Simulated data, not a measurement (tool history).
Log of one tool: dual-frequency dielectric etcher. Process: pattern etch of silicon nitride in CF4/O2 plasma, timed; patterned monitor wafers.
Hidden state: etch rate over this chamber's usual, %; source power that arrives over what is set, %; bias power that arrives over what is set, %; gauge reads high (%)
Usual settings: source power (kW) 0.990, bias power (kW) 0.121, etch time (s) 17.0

| run | hour | source power (kW) | bias power (kW) | etch time (s) | wafers since the last listed run | hours since the last wet clean | hours since the last source power generator calibration | hours since the last bias power generator calibration | hours since the last upper electrode change | hours since the gauge calibration | read-back reference wafer on the same gauge, depth_nm | mean etch depth across the wafer (nm) |
|---|---|---|---|---|---|---|---|---|---|---|---|---|
| 1 | 0.0 | 0.990 | 0.121 | 17.0 | 0 | 385.4 | 1694.1 | 2733.1 | 5593.7 | 94.7 | 52.1 | 55.9 |
| 2 | 31.8 | 0.990 | 0.121 | 17.0 | 430 | 417.2 | 1725.9 | 2764.9 | 5625.5 | 126.5 | 52.1 | 55.9 |
| 3 | 50.9 | 0.990 | 0.121 | 17.0 | 258 | 436.3 | 1745.0 | 2784.0 | 5644.6 | 145.6 | 51.9 | 56.1 |
| 4 | 84.1 | 0.990 | 0.121 | 17.0 | 449 | 469.5 | 1778.2 | 2817.2 | 5677.8 | 178.8 | 52.0 | 55.9 |
|  | 124.2 | upper electrode replaced, of another model than before |
| 5 | 124.7 | 0.990 | 0.121 | 17.0 | 224 | 510.1 | 1818.8 | 2857.8 | 0.5 | 219.4 | 51.9 | 55.7 |
|  | 133.9 | bias power generator calibrated |
| 6 | 134.4 | 1.160 | 0.121 | 17.0 | 77 | 519.8 | 1828.5 | 0.5 | 10.2 | 229.1 | 52.0 | 70.3 |
| 7 | 165.0 | 0.990 | 0.121 | 17.0 | 414 | 550.4 | 1859.1 | 31.1 | 40.8 | 259.7 | 51.9 | 55.9 |
| 8 | 190.7 | 0.790 | 0.121 | 17.0 | 348 | 576.1 | 1884.8 | 56.8 | 66.5 | 285.4 | 52.0 | 38.9 |
| 9 | 208.8 | 0.990 | 0.144 | 17.0 | 245 | 594.2 | 1902.9 | 74.9 | 84.6 | 303.5 | 52.0 | 57.6 |
| 10 | 242.1 | 0.990 | 0.121 | 17.0 | 451 | 627.5 | 1936.2 | 108.2 | 117.9 | 336.8 | 52.0 | 56.5 |
| 11 | 258.6 | 1.070 | 0.121 | 13.0 | 223 | 644.0 | 1952.7 | 124.7 | 134.4 | 353.3 | 51.9 | 48.3 |
|  | 294.8 | wet clean of the chamber |
| 12 | 309.9 | 0.770 | 0.132 | 20.0 | 369 | 15.1 | 2004.0 | 176.0 | 185.7 | 404.6 | 52.0 | 43.5 |
| 13 | 332.1 | 0.890 | 0.112 | 20.0 | 300 | 37.3 | 2026.2 | 198.2 | 207.9 | 426.8 | 51.9 | 54.2 |
| 14 | 350.0 | 0.990 | 0.121 | 17.0 | 242 | 55.2 | 2044.1 | 216.1 | 225.8 | 444.7 | 52.0 | 55.3 |
| 15 | 370.5 | 1.240 | 0.095 | 20.0 | 277 | 75.7 | 2064.6 | 236.6 | 246.3 | 465.2 | 52.1 | 85.2 |
| 16 | 406.1 | 0.990 | 0.094 | 13.0 | 482 | 111.3 | 2100.2 | 272.2 | 281.9 | 500.8 | 52.0 | 40.5 |
|  | 422.5 | source power generator calibrated |
| 17 | 429.1 | 0.920 | 0.121 | 17.0 | 257 | 134.3 | 6.6 | 295.2 | 304.9 | 523.8 | 52.0 | 49.8 |
| 18 | 444.4 | 1.100 | 0.144 | 15.0 | 207 | 149.6 | 21.9 | 310.5 | 320.2 | 539.1 | 52.1 | 58.6 |
| 19 | 474.2 | 1.070 | 0.109 | 14.5 | 403 | 179.4 | 51.7 | 340.3 | 350.0 | 568.9 | 51.9 | 52.0 |
| 20 | 505.2 | 0.990 | 0.121 | 17.0 | 420 | 210.4 | 82.7 | 371.3 | 381.0 | 599.9 | 52.0 | 55.2 |
| 21 | 538.2 | 0.890 | 0.112 | 20.0 | 447 | 243.4 | 115.7 | 404.3 | 414.0 | 632.9 | 52.0 | 54.7 |
| 22 | 558.8 | 1.230 | 0.121 | 21.0 | 279 | 264.0 | 136.3 | 424.9 | 434.6 | 653.5 | 52.1 | 92.4 |
| 23 | 592.9 | 0.990 | 0.121 | 19.5 | 462 | 298.1 | 170.4 | 459.0 | 468.7 | 687.6 | 52.0 | 63.7 |
| 24 | 613.0 | 1.060 | 0.091 | 18.5 | 272 | 318.2 | 190.5 | 479.1 | 488.8 | 707.7 | 52.0 | 64.2 |
| 25 | 642.0 | 0.990 | 0.121 | 14.0 | 392 | 347.2 | 219.5 | 508.1 | 517.8 | 736.7 | 52.0 | 45.9 |
| 26 | 665.7 | 0.760 | 0.129 | 13.5 | 321 | 370.9 | 243.2 | 531.8 | 541.5 | 760.4 | 52.0 | 29.2 |
| 27 | 680.7 | 0.750 | 0.121 | 17.0 | 203 | 385.9 | 258.2 | 546.8 | 556.5 | 775.4 | 52.0 | 35.3 |
| 28 | 694.2 | 0.790 | 0.121 | 17.0 | 182 | 399.4 | 271.7 | 560.3 | 570.0 | 788.9 | 52.0 | 38.8 |
| 29 | 728.7 | 0.990 | 0.121 | 13.0 | 467 | 433.9 | 306.2 | 594.8 | 604.5 | 823.4 | 52.0 | 42.5 |
| 30 | 746.5 | 0.990 | 0.121 | 21.0 | 241 | 451.7 | 324.0 | 612.6 | 622.3 | 841.2 | 52.0 | 68.5 |

Forecast each of these 4 alternatives for the next run:
| A | 746.9 | 0.990 | 0.121 | 17.0 | 5 | 452.1 | 324.4 | 613.0 | 622.7 | 841.6 | ? | ? |
| B | 746.9 | 1.180 | 0.121 | 17.0 | 5 | 452.1 | 324.4 | 613.0 | 622.7 | 841.6 | ? | ? |
| C | 746.9 | 1.060 | 0.112 | 15.0 | 5 | 452.1 | 324.4 | 613.0 | 622.7 | 841.6 | ? | ? |
| D | 746.9 | 1.150 | 0.107 | 14.5 | 5 | 452.1 | 324.4 | 613.0 | 622.7 | 841.6 | ? | ? |

| run | read-back reference wafer on the same gauge, depth_nm | mean etch depth across the wafer (nm) |
|---|---|---|
| A | 52.0 | 56.3 |
| B | 52.0 | 71.9 |
| C | 52.0 | 54.1 |
| D | 52.0 | 58.2 |
Without the tool's hidden state the same runs would have given:
| run | mean etch depth across the wafer (nm) |
|---|---|
| A | 55.4 |
| B | 70.8 |
| C | 53.3 |
| D | 57.3 |
